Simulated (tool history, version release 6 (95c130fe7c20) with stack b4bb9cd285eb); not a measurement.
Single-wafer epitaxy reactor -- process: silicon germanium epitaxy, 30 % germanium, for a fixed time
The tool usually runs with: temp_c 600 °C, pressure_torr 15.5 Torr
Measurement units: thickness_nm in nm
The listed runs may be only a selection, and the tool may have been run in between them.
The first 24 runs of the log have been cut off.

| run | hour | temp_c | pressure_torr | read-back reference wafer on the same gauge, thickness_nm | thickness_nm |
|---|---|---|---|---|---|
| 25 | 347.4 | 600 | 15.5 | 47.944 | 54.356 |
| 26 | 358.9 | 609 | 12.4 | 47.999 | 49.599 |
| 27 | 367.3 | 600 | 15.5 | 48.028 | 54.074 |
| 28 | 378.2 | 592 | 15.5 | 47.929 | 45.889 |
| 29 | 400.9 | 611 | 12.3 | 48.043 | 51.531 |
| 30 | 415.9 | 606 | 13.6 | 48.098 | 53.448 |
| 31 | 423.9 | 600 | 15.5 | 47.9 | 54.667 |
| 32 | 434.7 | 588 | 14.4 | 47.995 | 39.05 |

Each row is a separate what-if for the run after 32, all from the same tool condition, not one after another. Results?
| A | 435.1 | 600 | 18.1 | ? | ? |
| B | 435.1 | 589 | 19.2 | ? | ? |
| C | 435.1 | 587 | 13 | ? | ? |
| D | 435.1 | 608 | 14.5 | ? | ? |

| run | read-back reference wafer on the same gauge, thickness_nm | thickness_nm |
|---|---|---|
| A | 48.068 | 62.715 |
| B | 48.068 | 52.068 |
| C | 48.068 | 34.071 |
| D | 48.068 | 60.266 |
Stripped of hidden state, with their random variation kept, the same runs would have yielded:
| run | thickness_nm |
|---|---|
| A | 62.348 |
| B | 51.754 |
| C | 33.865 |
| D | 59.921 |
